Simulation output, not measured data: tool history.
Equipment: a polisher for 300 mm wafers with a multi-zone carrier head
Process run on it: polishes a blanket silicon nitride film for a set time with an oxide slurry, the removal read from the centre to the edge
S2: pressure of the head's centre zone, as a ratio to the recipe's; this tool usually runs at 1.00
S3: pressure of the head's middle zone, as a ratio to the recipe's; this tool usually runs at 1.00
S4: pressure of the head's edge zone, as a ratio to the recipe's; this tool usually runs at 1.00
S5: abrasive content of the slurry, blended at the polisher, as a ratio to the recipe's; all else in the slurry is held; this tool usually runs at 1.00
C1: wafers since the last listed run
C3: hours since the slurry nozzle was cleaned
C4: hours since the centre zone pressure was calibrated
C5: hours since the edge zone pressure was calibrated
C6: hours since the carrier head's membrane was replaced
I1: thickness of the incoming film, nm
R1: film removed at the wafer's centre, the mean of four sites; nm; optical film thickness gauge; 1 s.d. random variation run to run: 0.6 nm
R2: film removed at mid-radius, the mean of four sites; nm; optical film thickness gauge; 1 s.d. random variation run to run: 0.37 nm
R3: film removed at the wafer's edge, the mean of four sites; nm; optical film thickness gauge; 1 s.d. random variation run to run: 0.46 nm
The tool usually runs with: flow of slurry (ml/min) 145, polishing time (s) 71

{"run": 1, "hour": 0.0, "flow of slurry (ml/min)": 145, "S2": 1.09, "S3": 1.0, "S4": 1.0, "S5": 1.2, "polishing time (s)": 71, "C1": 0, "wafers polished on this pad": 367, "C3": 2.0, "C4": 6.7, "C5": 488.4, "C6": 1926.0, "I1": 408.2, "R1": 62.0, "R2": 56.1, "R3": 56.5}
{"run": 2, "hour": 8.4, "flow of slurry (ml/min)": 145, "S2": 1.03, "S3": 1.0, "S4": 1.0, "S5": 1.0, "polishing time (s)": 71, "C1": 111, "wafers polished on this pad": 478, "C3": 10.4, "C4": 15.1, "C5": 496.8, "C6": 1934.4, "I1": 406.0, "R1": 50.6, "R2": 49.4, "R3": 49.6}
{"run": 3, "hour": 23.5, "flow of slurry (ml/min)": 145, "S2": 1.0, "S3": 1.0, "S4": 0.93, "S5": 1.0, "polishing time (s)": 71, "C1": 200, "wafers polished on this pad": 678, "C3": 25.5, "C4": 30.2, "C5": 511.9, "C6": 1949.5, "I1": 416.2, "R1": 50.3, "R2": 49.2, "R3": 48.5}
{"hour": 31.3, "done": "carrier head's membrane replaced by a new one"}
{"run": 4, "hour": 34.4, "flow of slurry (ml/min)": 190, "S2": 1.0, "S3": 1.0, "S4": 1.06, "S5": 1.0, "polishing time (s)": 71, "C1": 78, "wafers polished on this pad": 756, "C3": 36.4, "C4": 41.1, "C5": 522.8, "C6": 3.1, "I1": 412.9, "R1": 52.7, "R2": 51.8, "R3": 52.9}
{"run": 5, "hour": 49.2, "flow of slurry (ml/min)": 115, "S2": 1.0, "S3": 1.1, "S4": 1.0, "S5": 1.0, "polishing time (s)": 71, "C1": 196, "wafers polished on this pad": 953, "C3": 51.2, "C4": 55.9, "C5": 537.6, "C6": 17.9, "I1": 414.7, "R1": 46.8, "R2": 50.4, "R3": 47.9}
{"hour": 60.4, "done": "worn pad replaced by a new one"}
{"run": 6, "hour": 60.9, "flow of slurry (ml/min)": 145, "S2": 1.06, "S3": 0.94, "S4": 1.0, "S5": 1.2, "polishing time (s)": 80, "C1": 102, "wafers polished on this pad": 6, "C3": 62.9, "C4": 67.6, "C5": 549.3, "C6": 29.6, "I1": 403.9, "R1": 67.4, "R2": 59.4, "R3": 64.4}
{"run": 7, "hour": 75.6, "flow of slurry (ml/min)": 170, "S2": 1.04, "S3": 1.0, "S4": 1.0, "S5": 0.7, "polishing time (s)": 71, "C1": 194, "wafers polished on this pad": 201, "C3": 77.6, "C4": 82.3, "C5": 564.0, "C6": 44.3, "I1": 406.4, "R1": 36.6, "R2": 34.9, "R3": 35.2}
{"run": 8, "hour": 84.9, "flow of slurry (ml/min)": 145, "S2": 0.95, "S3": 1.06, "S4": 1.0, "S5": 1.15, "polishing time (s)": 71, "C1": 123, "wafers polished on this pad": 324, "C3": 86.9, "C4": 91.6, "C5": 573.3, "C6": 53.6, "I1": 413.9, "R1": 52.6, "R2": 56.9, "R3": 54.5}
{"run": 9, "hour": 94.9, "flow of slurry (ml/min)": 160, "S2": 0.94, "S3": 1.08, "S4": 1.1, "S5": 1.0, "polishing time (s)": 71, "C1": 132, "wafers polished on this pad": 457, "C3": 96.9, "C4": 101.6, "C5": 583.3, "C6": 63.6, "I1": 413.3, "R1": 48.6, "R2": 53.5, "R3": 51.8}
{"run": 10, "hour": 112.1, "flow of slurry (ml/min)": 145, "S2": 1.0, "S3": 1.0, "S4": 1.0, "S5": 1.15, "polishing time (s)": 71, "C1": 228, "wafers polished on this pad": 685, "C3": 114.1, "C4": 118.8, "C5": 600.5, "C6": 80.8, "I1": 415.1, "R1": 54.9, "R2": 55.2, "R3": 54.6}
{"run": 11, "hour": 128.2, "flow of slurry (ml/min)": 180, "S2": 1.0, "S3": 1.0, "S4": 1.0, "S5": 1.0, "polishing time (s)": 71, "C1": 213, "wafers polished on this pad": 898, "C3": 130.2, "C4": 134.9, "C5": 616.6, "C6": 96.9, "I1": 410.9, "R1": 52.5, "R2": 50.8, "R3": 50.4}
{"hour": 137.7, "done": "edge zone pressure recalibrated"}
{"run": 12, "hour": 145.6, "flow of slurry (ml/min)": 145, "S2": 1.1, "S3": 1.0, "S4": 1.0, "S5": 1.0, "polishing time (s)": 71, "C1": 204, "wafers polished on this pad": 1103, "C3": 147.6, "C4": 152.3, "C5": 7.9, "C6": 114.3, "I1": 412.4, "R1": 55.8, "R2": 49.7, "R3": 49.2}
{"hour": 161.7, "done": "worn pad replaced by a new one"}
{"run": 13, "hour": 162.2, "flow of slurry (ml/min)": 145, "S2": 1.0, "S3": 1.0, "S4": 1.0, "S5": 1.0, "polishing time (s)": 71, "C1": 167, "wafers polished on this pad": 6, "C3": 164.2, "C4": 168.9, "C5": 24.5, "C6": 130.9, "I1": 408.6, "R1": 50.0, "R2": 49.8, "R3": 50.2}
{"run": 14, "hour": 172.1, "flow of slurry (ml/min)": 180, "S2": 1.0, "S3": 1.0, "S4": 1.0, "S5": 1.0, "polishing time (s)": 71, "C1": 131, "wafers polished on this pad": 137, "C3": 174.1, "C4": 178.8, "C5": 34.4, "C6": 140.8, "I1": 403.5, "R1": 51.7, "R2": 51.4, "R3": 50.9}
{"run": 15, "hour": 200.5, "flow of slurry (ml/min)": 145, "S2": 1.0, "S3": 0.93, "S4": 1.07, "S5": 1.0, "polishing time (s)": 91, "C1": 376, "wafers polished on this pad": 514, "C3": 202.5, "C4": 207.2, "C5": 62.8, "C6": 169.2, "I1": 406.2, "R1": 64.9, "R2": 59.1, "R3": 66.9}
{"run": 16, "hour": 211.4, "flow of slurry (ml/min)": 145, "S2": 1.0, "S3": 1.0, "S4": 1.0, "S5": 1.0, "polishing time (s)": 71, "C1": 144, "wafers polished on this pad": 658, "C3": 213.4, "C4": 218.1, "C5": 73.7, "C6": 180.1, "I1": 414.9, "R1": 49.9, "R2": 49.0, "R3": 50.1}
{"run": 17, "hour": 221.8, "flow of slurry (ml/min)": 145, "S2": 1.0, "S3": 1.0, "S4": 1.0, "S5": 1.0, "polishing time (s)": 71, "C1": 137, "wafers polished on this pad": 796, "C3": 223.8, "C4": 228.5, "C5": 84.1, "C6": 190.5, "I1": 406.0, "R1": 50.2, "R2": 48.9, "R3": 49.0}
{"run": 18, "hour": 234.1, "flow of slurry (ml/min)": 195, "S2": 1.0, "S3": 1.0, "S4": 1.0, "S5": 1.0, "polishing time (s)": 71, "C1": 163, "wafers polished on this pad": 959, "C3": 236.1, "C4": 240.8, "C5": 96.4, "C6": 202.8, "I1": 406.7, "R1": 52.5, "R2": 52.3, "R3": 51.5}
{"run": 19, "hour": 245.1, "flow of slurry (ml/min)": 145, "S2": 0.93, "S3": 1.0, "S4": 1.0, "S5": 1.25, "polishing time (s)": 71, "C1": 145, "wafers polished on this pad": 1105, "C3": 247.1, "C4": 251.8, "C5": 107.4, "C6": 213.8, "I1": 415.0, "R1": 54.1, "R2": 58.0, "R3": 56.6}
{"hour": 251.2, "done": "worn pad replaced by a new one"}
{"run": 20, "hour": 251.7, "flow of slurry (ml/min)": 145, "S2": 1.12, "S3": 1.0, "S4": 1.0, "S5": 0.75, "polishing time (s)": 71, "C1": 34, "wafers polished on this pad": 7, "C3": 253.7, "C4": 258.4, "C5": 114.0, "C6": 220.4, "I1": 414.5, "R1": 41.7, "R2": 36.5, "R3": 37.1}
{"run": 21, "hour": 259.0, "flow of slurry (ml/min)": 145, "S2": 1.0, "S3": 0.92, "S4": 1.07, "S5": 1.0, "polishing time (s)": 59, "C1": 96, "wafers polished on this pad": 103, "C3": 261.0, "C4": 265.7, "C5": 121.3, "C6": 227.7, "I1": 411.2, "R1": 41.9, "R2": 38.0, "R3": 42.9}

5 options for the next run, each taken on its own from the tool as it stands now. Forecast them:
{"run": "A", "hour": 259.4, "flow of slurry (ml/min)": 145, "S2": 1.0, "S3": 1.0, "S4": 1.0, "S5": 1.0, "polishing time (s)": 71, "C1": 5, "wafers polished on this pad": 109, "C3": 261.4, "C4": 266.1, "C5": 121.7, "C6": 228.1, "I1": 411.4, "R1": "?", "R2": "?", "R3": "?"}
{"run": "B", "hour": 259.4, "flow of slurry (ml/min)": 195, "S2": 1.0, "S3": 1.04, "S4": 1.0, "S5": 0.7, "polishing time (s)": 92, "C1": 5, "wafers polished on this pad": 109, "C3": 261.4, "C4": 266.1, "C5": 121.7, "C6": 228.1, "I1": 411.4, "R1": "?", "R2": "?", "R3": "?"}
{"run": "C", "hour": 259.4, "flow of slurry (ml/min)": 145, "S2": 1.0, "S3": 1.12, "S4": 0.92, "S5": 0.85, "polishing time (s)": 71, "C1": 5, "wafers polished on this pad": 109, "C3": 261.4, "C4": 266.1, "C5": 121.7, "C6": 228.1, "I1": 411.4, "R1": "?", "R2": "?", "R3": "?"}
{"run": "D", "hour": 259.4, "flow of slurry (ml/min)": 145, "S2": 1.0, "S3": 0.89, "S4": 1.0, "S5": 0.8, "polishing time (s)": 87, "C1": 5, "wafers polished on this pad": 109, "C3": 261.4, "C4": 266.1, "C5": 121.7, "C6": 228.1, "I1": 411.4, "R1": "?", "R2": "?", "R3": "?"}
{"run": "E", "hour": 259.4, "flow of slurry (ml/min)": 145, "S2": 1.0, "S3": 1.07, "S4": 1.0, "S5": 1.0, "polishing time (s)": 71, "C1": 5, "wafers polished on this pad": 109, "C3": 261.4, "C4": 266.1, "C5": 121.7, "C6": 228.1, "I1": 411.4, "R1": "?", "R2": "?", "R3": "?"}

run=A R1=49.6 R2=49.2 R3=49.8
run=B R1=46.2 R2=47.0 R3=45.4
run=C R1=43.0 R2=46.7 R3=41.3
run=D R1=49.3 R2=44.6 R3=49.5
run=E R1=49.7 R2=52.0 R3=49.7
With the hidden condition removed and each run's random variation left untouched, the same runs would have given:
run=A R1=49.6 R2=49.2 R3=49.8
run=B R1=46.2 R2=47.0 R3=45.4
run=C R1=43.0 R2=46.7 R3=41.3
run=D R1=49.3 R2=44.6 R3=49.5
run=E R1=49.7 R2=52.0 R3=49.7
